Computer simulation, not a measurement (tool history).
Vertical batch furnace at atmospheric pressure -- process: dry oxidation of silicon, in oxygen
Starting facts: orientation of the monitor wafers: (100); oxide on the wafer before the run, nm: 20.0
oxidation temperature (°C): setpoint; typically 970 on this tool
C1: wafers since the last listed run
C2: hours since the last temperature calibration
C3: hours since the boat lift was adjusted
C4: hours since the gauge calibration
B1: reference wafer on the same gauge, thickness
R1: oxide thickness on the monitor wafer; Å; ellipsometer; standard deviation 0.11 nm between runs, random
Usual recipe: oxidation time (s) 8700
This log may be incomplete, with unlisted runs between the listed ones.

{"run": 1, "hour": 0.0, "oxidation temperature (°C)": 970, "oxidation time (s)": 8700, "C1": 0, "C2": 2011.9, "C3": 4301.2, "C4": 121.1, "B1": 77.17, "R1": 719.7}
{"run": 2, "hour": 14.5, "oxidation temperature (°C)": 970, "oxidation time (s)": 8700, "C1": 164, "C2": 2026.4, "C3": 4315.7, "C4": 135.6, "B1": 77.24, "R1": 720.8}
{"run": 3, "hour": 26.7, "oxidation temperature (°C)": 970, "oxidation time (s)": 8700, "C1": 138, "C2": 2038.6, "C3": 4327.9, "C4": 147.8, "B1": 77.29, "R1": 718.6}
{"run": 4, "hour": 36.9, "oxidation temperature (°C)": 970, "oxidation time (s)": 8700, "C1": 115, "C2": 2048.8, "C3": 4338.1, "C4": 158.0, "B1": 77.33, "R1": 721.8}
{"run": 5, "hour": 63.4, "oxidation temperature (°C)": 970, "oxidation time (s)": 8700, "C1": 300, "C2": 2075.3, "C3": 4364.6, "C4": 184.5, "B1": 77.39, "R1": 721.3}
{"run": 6, "hour": 76.2, "oxidation temperature (°C)": 986, "oxidation time (s)": 8700, "C1": 145, "C2": 2088.1, "C3": 4377.4, "C4": 197.3, "B1": 77.44, "R1": 800.7}
{"run": 7, "hour": 94.6, "oxidation temperature (°C)": 986, "oxidation time (s)": 8700, "C1": 208, "C2": 2106.5, "C3": 4395.8, "C4": 215.7, "B1": 77.53, "R1": 800.9}
{"hour": 139.6, "done": "boat lift adjusted"}
{"hour": 146.8, "done": "thermocouples replaced and temperature profile calibrated"}
{"run": 8, "hour": 147.3, "oxidation temperature (°C)": 989, "oxidation time (s)": 12930, "C1": 244, "C2": 0.5, "C3": 7.7, "C4": 268.4, "B1": 77.68, "R1": 1059.2}
{"hour": 148.7, "done": "gauge calibrated"}
{"run": 9, "hour": 154.0, "oxidation temperature (°C)": 970, "oxidation time (s)": 8700, "C1": 76, "C2": 7.2, "C3": 14.4, "C4": 5.3, "B1": 76.76, "R1": 714.5}
{"run": 10, "hour": 160.7, "oxidation temperature (°C)": 984, "oxidation time (s)": 8700, "C1": 76, "C2": 13.9, "C3": 21.1, "C4": 12.0, "B1": 76.82, "R1": 782.2}
{"run": 11, "hour": 171.3, "oxidation temperature (°C)": 990, "oxidation time (s)": 6630, "C1": 120, "C2": 24.5, "C3": 31.7, "C4": 22.6, "B1": 76.82, "R1": 692.1}
{"run": 12, "hour": 197.0, "oxidation temperature (°C)": 970, "oxidation time (s)": 8700, "C1": 291, "C2": 50.2, "C3": 57.4, "C4": 48.3, "B1": 76.88, "R1": 714.3}
{"run": 13, "hour": 219.4, "oxidation temperature (°C)": 949, "oxidation time (s)": 7140, "C1": 254, "C2": 72.6, "C3": 79.8, "C4": 70.7, "B1": 76.95, "R1": 553.5}
{"run": 14, "hour": 246.4, "oxidation temperature (°C)": 990, "oxidation time (s)": 10770, "C1": 306, "C2": 99.6, "C3": 106.8, "C4": 97.7, "B1": 77.04, "R1": 942.7}

Here are 3 independent what-if runs from the current tool condition. What would each one return?
{"run": "A", "hour": 253.2, "oxidation temperature (°C)": 970, "oxidation time (s)": 8700, "C1": 77, "C2": 106.4, "C3": 113.6, "C4": 104.5, "B1": "?", "R1": "?"}
{"run": "B", "hour": 253.2, "oxidation temperature (°C)": 970, "oxidation time (s)": 5610, "C1": 77, "C2": 106.4, "C3": 113.6, "C4": 104.5, "B1": "?", "R1": "?"}
{"run": "C", "hour": 253.2, "oxidation temperature (°C)": 961, "oxidation time (s)": 10080, "C1": 77, "C2": 106.4, "C3": 113.6, "C4": 104.5, "B1": "?", "R1": "?"}

run=A B1=77.07 R1=717.8
run=B B1=77.07 R1=551.6
run=C B1=77.07 R1=743.1
Take away the tool's hidden state, keep each run's random variation, and the runs would have read:
run=A R1=715.2
run=B R1=549.7
run=C R1=740.4
